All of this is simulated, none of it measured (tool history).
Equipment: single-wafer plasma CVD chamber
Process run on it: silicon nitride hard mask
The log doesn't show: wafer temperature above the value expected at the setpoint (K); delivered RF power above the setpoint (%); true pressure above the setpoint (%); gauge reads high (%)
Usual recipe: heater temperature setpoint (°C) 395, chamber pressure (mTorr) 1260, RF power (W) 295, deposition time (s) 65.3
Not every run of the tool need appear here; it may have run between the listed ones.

run,hour,heater temperature setpoint (°C),chamber pressure (mTorr),RF power (W),deposition time (s),wafers since the last listed run,hours since the last thermocouple change,hours since the last RF generator calibration,hours since the last manometer calibration,hours since the showerhead was replaced,hours since the gauge calibration,"read-back reference wafer on the same gauge, thickness_nm",mean film thickness on the monitor wafer (Å)
1,0,395,1260,295,59.4,0,983.6,721.8,1292.3,4685.8,77.1,60.59,627.39
2,11.1,395,1260,295,59.4,124,994.7,732.9,1303.4,4696.9,88.2,60.585,627.1
3,18.5,395,1260,295,59.4,83,1002.1,740.3,1310.8,4704.3,95.6,60.609,627.64
4,34.1,395,1260,295,70.5,175,1017.7,755.9,1326.4,4719.9,111.2,60.602,744.06
5,51.5,395,1260,295,65.3,195,1035.1,773.3,1343.8,4737.3,128.6,60.597,688.81
6,64,395,1260,295,65.3,140,1047.6,785.8,1356.3,4749.8,141.1,60.587,686.62
7,74.4,395,1260,295,65.3,116,1058,796.2,1366.7,4760.2,151.5,60.592,689.56
# hour 74.6: gauge calibrated
# hour 93.1: capacitance manometer re-zeroed and calibrated
# hour 93.2: showerhead replaced
8,93.6,395,1260,295,65.3,124,1077.2,815.4,0.5,0.4,19,60.612,689.63
9,103.1,395,1260,295,65.3,106,1086.7,824.9,10,9.9,28.5,60.579,689.24
10,109.3,382,1260,355,65.3,69,1092.9,831.1,16.2,16.1,34.7,60.6,795.11
11,126.3,395,1260,295,65.3,191,1109.9,848.1,33.2,33.1,51.7,60.614,690.16
# hour 140.9: thermocouple changed; heater temperature recalibrated
12,141.4,395,1260,295,65.3,79,0.5,863.2,48.3,48.2,66.8,60.633,687.21
# hour 152.1: RF generator calibrated
13,152.6,395,1520,295,70.6,35,11.7,0.5,59.5,59.4,78,60.607,823.14
14,164.4,404,1260,295,65.3,132,23.5,12.3,71.3,71.2,89.8,60.601,706.63
15,172.6,395,1260,295,65.3,92,31.7,20.5,79.5,79.4,98,60.612,707.01
16,182.4,390,1050,280,76.2,110,41.5,30.3,89.3,89.2,107.8,60.611,736.84
17,191.3,395,1510,295,65.3,100,50.4,39.2,98.2,98.1,116.7,60.598,754.57
18,208.6,409,1360,335,58.6,194,67.7,56.5,115.5,115.4,134,60.587,712.45

What was the tool's hidden state at every run in the log?
wafer temperature above the value expected at the setpoint (K): 0 across all the runs
true pressure above the setpoint (%): 0 across all the runs
gauge reads high (%): 0 across all the runs
H1: delivered RF power above the setpoint (%)
run,H1
1,-5.83
2,-5.85
3,-5.86
4,-5.89
5,-5.92
6,-5.94
7,-5.95
8,-5.98
9,-5.99
10,-6
11,-6.02
12,-6.03
13,-1.97
14,-2.18
15,-2.32
16,-2.48
17,-2.63
18,-2.9
